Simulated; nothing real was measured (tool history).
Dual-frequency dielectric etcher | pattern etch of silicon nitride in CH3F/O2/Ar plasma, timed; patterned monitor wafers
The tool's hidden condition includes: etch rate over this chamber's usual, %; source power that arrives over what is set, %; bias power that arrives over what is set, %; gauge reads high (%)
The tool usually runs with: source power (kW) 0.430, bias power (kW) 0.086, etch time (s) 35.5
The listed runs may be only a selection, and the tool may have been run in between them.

run,hour,source power (kW),bias power (kW),etch time (s),wafers since the last listed run,hours since the last wet clean,hours since the last source power generator calibration,hours since the last bias power generator calibration,hours since the last upper electrode change,hours since the gauge calibration,"read-back reference wafer on the same gauge, depth_nm",mean etch depth across the wafer (Å)
1,0.0,0.430,0.086,35.5,0,374.6,3432.4,1905.0,4399.8,482.2,29.30,281.5
2,64.5,0.430,0.086,35.5,658,439.1,3496.9,1969.5,4464.3,546.7,29.29,281.3
3,106.3,0.430,0.086,35.5,426,480.9,3538.7,2011.3,4506.1,588.5,29.29,281.9
# hour 152.9: wet clean of the chamber
4,205.9,0.430,0.086,35.5,771,53.0,3638.3,2110.9,4605.7,688.1,29.31,281.9
# hour 259.7: gauge calibrated
5,273.3,0.430,0.086,35.5,688,120.4,3705.7,2178.3,4673.1,13.6,29.31,281.8
6,364.8,0.430,0.086,35.5,934,211.9,3797.2,2269.8,4764.6,105.1,29.29,282.2
7,439.0,0.430,0.086,35.5,757,286.1,3871.4,2344.0,4838.8,179.3,29.30,282.6
8,523.2,0.430,0.086,35.5,859,370.3,3955.6,2428.2,4923.0,263.5,29.29,281.6
9,614.6,0.430,0.086,35.5,933,461.7,4047.0,2519.6,5014.4,354.9,29.29,282.0
10,666.8,0.430,0.086,33.0,532,513.9,4099.2,2571.8,5066.6,407.1,29.28,262.7
# hour 708.3: wet clean of the chamber
11,718.1,0.430,0.086,35.5,278,9.8,4150.5,2623.1,5117.9,458.4,29.29,282.4
12,811.1,0.430,0.086,35.5,949,102.8,4243.5,2716.1,5210.9,551.4,29.30,282.2
13,869.8,0.430,0.106,35.5,599,161.5,4302.2,2774.8,5269.6,610.1,29.31,303.4
# hour 912.3: upper electrode replaced
14,935.7,0.530,0.078,31.0,427,227.4,4368.1,2840.7,23.4,676.0,29.29,253.3
# hour 1015.3: source power generator calibrated
15,1042.7,0.430,0.086,35.5,1051,334.4,27.4,2947.7,130.4,783.0,29.30,287.1
16,1113.8,0.510,0.086,35.5,725,405.5,98.5,3018.8,201.5,854.1,29.32,300.5
# hour 1176.5: bias power generator calibrated
# hour 1218.5: gauge calibrated
# hour 1226.9: wet clean of the chamber
17,1227.4,0.530,0.078,31.0,873,0.5,212.1,50.9,315.1,8.9,29.30,255.0

Run 18 is up next; what results do you expect?
18,1284.5,0.350,0.103,25.5,582,57.6,269.2,108.0,372.2,66.0,?,?

read-back reference wafer on the same gauge, depth_nm: 29.29
mean etch depth across the wafer (Å): 205.9
On a tool with no hidden condition, and with the same random variation, this run would have come out at mean etch depth across the wafer (Å) 205.6.

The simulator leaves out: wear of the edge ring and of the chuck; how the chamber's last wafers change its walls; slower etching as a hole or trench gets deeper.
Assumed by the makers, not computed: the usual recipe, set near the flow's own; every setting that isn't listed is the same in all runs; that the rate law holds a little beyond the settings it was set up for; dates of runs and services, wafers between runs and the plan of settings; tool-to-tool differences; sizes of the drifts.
